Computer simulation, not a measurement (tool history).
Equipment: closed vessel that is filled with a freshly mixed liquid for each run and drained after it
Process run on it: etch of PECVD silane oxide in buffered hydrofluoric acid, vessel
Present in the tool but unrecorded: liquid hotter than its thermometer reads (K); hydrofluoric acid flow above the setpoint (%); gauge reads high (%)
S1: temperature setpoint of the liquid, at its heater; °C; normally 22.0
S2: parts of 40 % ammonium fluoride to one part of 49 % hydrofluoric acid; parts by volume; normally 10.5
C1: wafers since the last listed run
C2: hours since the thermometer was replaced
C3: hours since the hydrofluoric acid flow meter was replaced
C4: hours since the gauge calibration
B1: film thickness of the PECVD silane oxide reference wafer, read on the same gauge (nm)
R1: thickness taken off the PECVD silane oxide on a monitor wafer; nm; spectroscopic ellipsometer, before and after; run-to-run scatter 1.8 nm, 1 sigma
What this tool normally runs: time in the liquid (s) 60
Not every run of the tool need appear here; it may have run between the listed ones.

run 1 day=0.000 | S1=19.5 S2=10.5 time_in_the_liquid_(s)=60 | C1=0 C2=771.4 C3=2215.5 C4=72.9 | B1=119.99 | R1=200.74
run 2 day=2.004 | S1=19.5 S2=10.5 time_in_the_liquid_(s)=60 | C1=4727 C2=819.5 C3=2263.6 C4=121.0 | B1=119.99 | R1=201.59
run 3 day=2.546 | S1=22.0 S2=10.5 time_in_the_liquid_(s)=60 | C1=1277 C2=832.5 C3=2276.6 C4=134.0 | B1=120.02 | R1=232.26
run 4 day=2.946 | S1=22.0 S2=10.5 time_in_the_liquid_(s)=60 | C1=943 C2=842.1 C3=2286.2 C4=143.6 | B1=120.00 | R1=232.67
run 5 day=4.696 | S1=22.0 S2=10.5 time_in_the_liquid_(s)=60 | C1=4127 C2=884.1 C3=2328.2 C4=185.6 | B1=120.00 | R1=233.52
run 6 day=5.221 | S1=22.0 S2=11.5 time_in_the_liquid_(s)=60 | C1=1238 C2=896.7 C3=2340.8 C4=198.2 | B1=120.00 | R1=211.22
-- day=5.629 thermometer replaced
run 7 day=5.767 | S1=22.0 S2=11.5 time_in_the_liquid_(s)=60 | C1=1189 C2=3.3 C3=2353.9 C4=211.3 | B1=120.04 | R1=230.04
-- day=7.662 thermometer replaced, repeated, since the last time left the tool worse
run 8 day=7.975 | S1=22.0 S2=10.5 time_in_the_liquid_(s)=60 | C1=5110 C2=7.5 C3=2406.9 C4=264.3 | B1=119.98 | R1=211.41
run 9 day=8.542 | S1=22.0 S2=10.5 time_in_the_liquid_(s)=60 | C1=1336 C2=21.1 C3=2420.5 C4=277.9 | B1=120.00 | R1=212.76
run 10 day=8.921 | S1=22.0 S2=10.5 time_in_the_liquid_(s)=60 | C1=894 C2=30.2 C3=2429.6 C4=287.0 | B1=120.00 | R1=215.60
run 11 day=9.646 | S1=20.5 S2=10.5 time_in_the_liquid_(s)=75 | C1=1709 C2=47.6 C3=2447.0 C4=304.4 | B1=120.01 | R1=245.57
-- day=9.892 gauge calibrated
run 12 day=10.183 | S1=19.5 S2=10.5 time_in_the_liquid_(s)=60 | C1=1267 C2=60.5 C3=2459.9 C4=7.0 | B1=120.02 | R1=185.49
-- day=10.567 hydrofluoric acid flow meter replaced
run 13 day=10.871 | S1=26.5 S2=12.0 time_in_the_liquid_(s)=50 | C1=1523 C2=77.0 C3=7.3 C4=23.5 | B1=120.00 | R1=198.67
run 14 day=11.179 | S1=20.5 S2=8.5 time_in_the_liquid_(s)=95 | C1=727 C2=84.4 C3=14.7 C4=30.9 | B1=119.97 | R1=374.41
run 15 day=11.908 | S1=22.0 S2=10.5 time_in_the_liquid_(s)=35 | C1=1719 C2=101.9 C3=32.2 C4=48.4 | B1=120.01 | R1=125.08
run 16 day=12.321 | S1=26.5 S2=13.5 time_in_the_liquid_(s)=80 | C1=972 C2=111.8 C3=42.1 C4=58.3 | B1=119.97 | R1=284.74
run 17 day=12.725 | S1=24.0 S2=12.5 time_in_the_liquid_(s)=70 | C1=953 C2=121.5 C3=51.8 C4=68.0 | B1=120.01 | R1=235.42
run 18 day=13.475 | S1=27.0 S2=8.5 time_in_the_liquid_(s)=60 | C1=1768 C2=139.5 C3=69.8 C4=86.0 | B1=119.99 | R1=335.28

Below are 4 alternative next runs, each starting from the tool's condition after run 18. Predict each:
run A day=13.504 | S1=22.0 S2=10.5 time_in_the_liquid_(s)=60 | C1=68 C2=140.2 C3=70.5 C4=86.7 | B1=? | R1=?
run B day=13.504 | S1=25.0 S2=7.0 time_in_the_liquid_(s)=30 | C1=68 C2=140.2 C3=70.5 C4=86.7 | B1=? | R1=?
run C day=13.504 | S1=26.5 S2=10.5 time_in_the_liquid_(s)=60 | C1=68 C2=140.2 C3=70.5 C4=86.7 | B1=? | R1=?
run D day=13.504 | S1=17.5 S2=9.0 time_in_the_liquid_(s)=60 | C1=68 C2=140.2 C3=70.5 C4=86.7 | B1=? | R1=?

run=A B1=120.00 R1=213.47
run=B B1=120.00 R1=184.89
run=C B1=120.00 R1=272.59
run=D B1=120.00 R1=185.97
Without the tool's unlogged condition, the same runs would have read:
run=A R1=209.50
run=B R1=181.52
run=C R1=267.67
run=D R1=182.41
